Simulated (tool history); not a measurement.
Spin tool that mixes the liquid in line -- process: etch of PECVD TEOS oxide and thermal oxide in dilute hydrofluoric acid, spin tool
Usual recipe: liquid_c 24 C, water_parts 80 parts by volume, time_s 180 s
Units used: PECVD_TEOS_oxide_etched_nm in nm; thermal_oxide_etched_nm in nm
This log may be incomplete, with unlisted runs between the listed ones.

| run | hour | liquid_c | water_parts | time_s | read-back film thickness of the PECVD TEOS oxide reference wafer, read on the same gauge (nm) | read-back film thickness of the thermal oxide reference wafer, read on the same gauge (nm) | PECVD_TEOS_oxide_etched_nm | thermal_oxide_etched_nm |
|---|---|---|---|---|---|---|---|---|
| 1 | 0 | 24 | 80 | 180 | 30 | 149.99 | 19.71 | 11.66 |
| 2 | 43.4 | 24 | 80 | 180 | 29.98 | 150 | 19.89 | 11.72 |
| 3 | 201.3 | 24 | 80 | 180 | 30.01 | 150.03 | 20.04 | 11.91 |
| 4 | 267.2 | 24 | 80 | 180 | 29.99 | 150 | 20.34 | 11.93 |
| 5 | 303.9 | 24 | 80 | 180 | 29.99 | 149.98 | 20.26 | 11.85 |
| 6 | 363.1 | 24 | 80 | 180 | 30.02 | 149.98 | 19.98 | 11.91 |
| 7 | 419.3 | 24 | 80 | 180 | 29.96 | 150.01 | 20.27 | 11.89 |
| 8 | 446.2 | 24 | 80 | 180 | 29.99 | 150.05 | 20.17 | 11.99 |
| 9 | 497.6 | 19.5 | 45 | 225 | 29.97 | 150.02 | 38.64 | 22.87 |
|  | 547.6 | hydrofluoric acid flow meter replaced |
| 10 | 568.1 | 24 | 80 | 180 | 29.99 | 149.98 | 21.44 | 12.58 |
|  | 596.2 | thermometer replaced |
| 11 | 629.5 | 23 | 65 | 180 | 30.02 | 149.98 | 25.24 | 15.14 |
| 12 | 681.7 | 21.5 | 55 | 180 | 30.03 | 150 | 28.71 | 17.05 |
| 13 | 719.4 | 24 | 80 | 180 | 29.98 | 149.99 | 21.41 | 12.57 |
|  | 774.8 | hydrofluoric acid flow meter replaced, repeated, since the last time left the tool worse |
|  | 781.8 | gauge calibrated |
| 14 | 788.1 | 20 | 80 | 275 | 30 | 149.99 | 23.89 | 14.24 |
| 15 | 859.9 | 22 | 55 | 85 | 29.99 | 150.02 | 12.21 | 7.21 |
| 16 | 915.7 | 24 | 115 | 80 | 29.98 | 150.02 | 5.52 | 3.27 |
| 17 | 978.4 | 24 | 65 | 230 | 30.02 | 149.99 | 30.25 | 17.74 |
| 18 | 1007.7 | 24 | 80 | 125 | 29.98 | 149.97 | 12.85 | 7.68 |
| 19 | 1044 | 24 | 50 | 285 | 30.01 | 150.01 | 49.26 | 29.2 |
| 20 | 1068.2 | 24 | 45 | 180 | 30.01 | 150.02 | 34.79 | 20.62 |
| 21 | 1246.1 | 24 | 90 | 120 | 30.03 | 150 | 11.11 | 6.54 |
| 22 | 1313.7 | 27 | 95 | 180 | 30 | 149.99 | 17.69 | 10.56 |
| 23 | 1370 | 19.5 | 65 | 225 | 29.97 | 149.99 | 24.94 | 14.61 |
| 24 | 1403 | 22 | 55 | 85 | 30 | 150.02 | 12.63 | 7.37 |
| 25 | 1466.6 | 24 | 80 | 85 | 30.02 | 149.99 | 9.07 | 5.38 |

5 ways to go on from here, each from the tool as it stands after run 25. What would each give?
| A | 1467.1 | 24 | 50 | 180 | ? | ? | ? | ? |
| B | 1467.1 | 24 | 65 | 180 | ? | ? | ? | ? |
| C | 1467.1 | 26 | 115 | 220 | ? | ? | ? | ? |
| D | 1467.1 | 26.5 | 95 | 225 | ? | ? | ? | ? |
| E | 1467.1 | 24 | 70 | 130 | ? | ? | ? | ? |

| run | read-back film thickness of the PECVD TEOS oxide reference wafer, read on the same gauge (nm) | read-back film thickness of the thermal oxide reference wafer, read on the same gauge (nm) | PECVD_TEOS_oxide_etched_nm | thermal_oxide_etched_nm |
|---|---|---|---|---|
| A | 30.01 | 150.01 | 31.61 | 18.85 |
| B | 30.01 | 150.01 | 23.85 | 14.22 |
| C | 30.01 | 150.01 | 16.77 | 10 |
| D | 30.01 | 150.01 | 21.7 | 12.94 |
| E | 30.01 | 150.01 | 15.9 | 9.48 |
Had the tool no hidden state, the same runs would have come out as:
| run | PECVD_TEOS_oxide_etched_nm | thermal_oxide_etched_nm |
|---|---|---|
| A | 30.44 | 18.15 |
| B | 22.96 | 13.69 |
| C | 16.11 | 9.6 |
| D | 20.86 | 12.44 |
| E | 15.3 | 9.12 |
